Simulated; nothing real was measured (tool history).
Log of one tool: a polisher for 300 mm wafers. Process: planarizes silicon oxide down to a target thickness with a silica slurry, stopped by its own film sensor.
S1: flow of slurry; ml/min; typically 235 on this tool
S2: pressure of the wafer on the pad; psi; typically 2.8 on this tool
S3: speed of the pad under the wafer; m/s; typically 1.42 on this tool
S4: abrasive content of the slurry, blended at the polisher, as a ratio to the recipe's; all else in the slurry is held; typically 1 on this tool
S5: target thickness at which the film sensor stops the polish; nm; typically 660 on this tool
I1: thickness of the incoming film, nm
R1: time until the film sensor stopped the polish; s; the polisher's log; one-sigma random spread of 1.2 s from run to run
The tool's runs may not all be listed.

run 1 hour=0 | S1=185 S2=2.8 S3=1.42 S4=1.15 S5=660 | I1=868.9 | R1=104.9
run 2 hour=12.7 | S1=235 S2=2.8 S3=1.42 S4=1 S5=660 | I1=860.4 | R1=99.5
run 3 hour=20.3 | S1=235 S2=2.8 S3=1.42 S4=1 S5=706 | I1=867.7 | R1=80.8
run 4 hour=35 | S1=235 S2=2.8 S3=1.42 S4=1 S5=660 | I1=852.5 | R1=96.8
-- hour=41.2 worn pad replaced by a new one
run 5 hour=45.3 | S1=235 S2=2.8 S3=1.42 S4=1.1 S5=660 | I1=855.1 | R1=95.2
run 6 hour=60.9 | S1=235 S2=2.8 S3=1.42 S4=1.1 S5=660 | I1=856.3 | R1=99.3
run 7 hour=66.9 | S1=235 S2=2.8 S3=1.42 S4=1.1 S5=660 | I1=862 | R1=99.7
run 8 hour=81.7 | S1=205 S2=2.8 S3=1.42 S4=1 S5=660 | I1=858.1 | R1=104
run 9 hour=90.7 | S1=205 S2=2.8 S3=1.42 S4=1 S5=660 | I1=850.1 | R1=101.1
-- hour=107.3 head pressure recalibrated
run 10 hour=111.7 | S1=205 S2=2.8 S3=1.42 S4=1 S5=660 | I1=865.1 | R1=109.6
-- hour=116.9 conditioning disc replaced and pad reconditioned
run 11 hour=126.9 | S1=235 S2=2.8 S3=1.42 S4=0.85 S5=660 | I1=873.5 | R1=120.5
run 12 hour=139.1 | S1=235 S2=2.8 S3=1.42 S4=0.85 S5=660 | I1=867.1 | R1=117.6
run 13 hour=145.2 | S1=235 S2=2.3 S3=1.42 S4=1 S5=660 | I1=857.6 | R1=131.7
run 14 hour=151.3 | S1=165 S2=2.8 S3=1.42 S4=1.25 S5=660 | I1=860.8 | R1=109
run 15 hour=163 | S1=235 S2=2.8 S3=1.42 S4=1 S5=723 | I1=852.9 | R1=69.7
-- hour=165.1 slurry blender recalibrated
run 16 hour=180.8 | S1=235 S2=2.8 S3=1.42 S4=1 S5=660 | I1=865.4 | R1=99
run 17 hour=192.5 | S1=235 S2=3.5 S3=1.42 S4=1 S5=696 | I1=854.6 | R1=63
run 18 hour=200.1 | S1=235 S2=2.8 S3=1.42 S4=1 S5=660 | I1=866.1 | R1=103.5
-- hour=203.3 slurry nozzle cleaned
run 19 hour=214.7 | S1=235 S2=2.5 S3=1.42 S4=0.75 S5=660 | I1=867.4 | R1=112.6
run 20 hour=231.6 | S1=195 S2=2.2 S3=1.82 S4=1 S5=704 | I1=846.8 | R1=68.6
run 21 hour=239.4 | S1=205 S2=2.8 S3=1.72 S4=0.9 S5=682 | I1=867.8 | R1=74.6
-- hour=244.4 worn pad replaced by a new one
run 22 hour=247.8 | S1=235 S2=3.1 S3=1.02 S4=0.8 S5=660 | I1=855.1 | R1=112.2
run 23 hour=254.4 | S1=260 S2=3.2 S3=1.42 S4=1 S5=660 | I1=868.5 | R1=82.3
-- hour=263 conditioning disc replaced and pad reconditioned
run 24 hour=265.4 | S1=235 S2=3.5 S3=1.42 S4=1 S5=696 | I1=849.9 | R1=57.5
run 25 hour=279.9 | S1=235 S2=3.2 S3=1.42 S4=1 S5=687 | I1=856 | R1=69.4
run 26 hour=297.1 | S1=235 S2=2.8 S3=1.42 S4=1 S5=720 | I1=860.5 | R1=64.5
run 27 hour=313.9 | S1=235 S2=2.5 S3=1.42 S4=0.8 S5=660 | I1=868.2 | R1=118.6

Each row is a separate what-if for the run after 27, all from the same tool condition, not one after another. Results?
run A hour=314.3 | S1=235 S2=2.2 S3=1.42 S4=1 S5=660 | I1=861.6 | R1=?
run B hour=314.3 | S1=315 S2=2.8 S3=1.42 S4=1 S5=660 | I1=861.6 | R1=?
run C hour=314.3 | S1=205 S2=2.8 S3=0.98 S4=1.25 S5=614 | I1=861.6 | R1=?

run=A R1=121
run=B R1=92.1
run=C R1=150.5
Had the tool no hidden state, the same runs would have come out as:
run=A R1=114.2
run=B R1=87.2
run=C R1=142.3
